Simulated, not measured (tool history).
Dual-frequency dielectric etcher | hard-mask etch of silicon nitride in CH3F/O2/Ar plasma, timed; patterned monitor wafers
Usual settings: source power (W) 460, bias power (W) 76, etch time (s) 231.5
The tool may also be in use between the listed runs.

| run | hour | source power (W) | bias power (W) | etch time (s) | read-back reference wafer on the same gauge, depth_nm | mean etch depth across the wafer (Å) |
|---|---|---|---|---|---|---|
| 1 | 0 | 460 | 62 | 231.5 | 154.9 | 1529 |
|  | 9.3 | gauge calibrated |
| 2 | 13.2 | 460 | 62 | 231.5 | 154.9 | 1518 |
| 3 | 23.8 | 460 | 88 | 231.5 | 155 | 1724 |
| 4 | 40.4 | 460 | 88 | 231.5 | 155.1 | 1719 |
| 5 | 50.2 | 460 | 88 | 231.5 | 154.9 | 1730 |
| 6 | 59.8 | 460 | 76 | 251 | 155 | 1762 |
|  | 72.6 | source power generator calibrated |
| 7 | 75.3 | 460 | 76 | 251 | 155 | 1777 |
| 8 | 89 | 390 | 76 | 231.5 | 155 | 1534 |
| 9 | 95.9 | 460 | 76 | 231.5 | 155 | 1609 |
| 10 | 104.8 | 490 | 68 | 277 | 155 | 1883 |
| 11 | 122.7 | 400 | 76 | 299 | 154.9 | 2018 |
|  | 137.7 | bias power generator calibrated |
|  | 147.8 | gauge calibrated |
|  | 152.1 | wet clean of the chamber |
|  | 167.5 | upper electrode replaced |
| 12 | 168 | 460 | 67 | 284 | 155.1 | 1997 |
| 13 | 168.4 | 460 | 76 | 231.5 | 154.9 | 1701 |
| 14 | 168.7 | 390 | 65 | 231.5 | 154.9 | 1547 |
| 15 | 169.1 | 460 | 76 | 231.5 | 155 | 1709 |

Forecast run 16:
| 16 | 174.3 | 460 | 82 | 187 | ? | ? |

read-back reference wafer on the same gauge, depth_nm: 155
mean etch depth across the wafer (Å): 1407
Without the tool's hidden state the same run would have given mean etch depth across the wafer (Å) 1399.
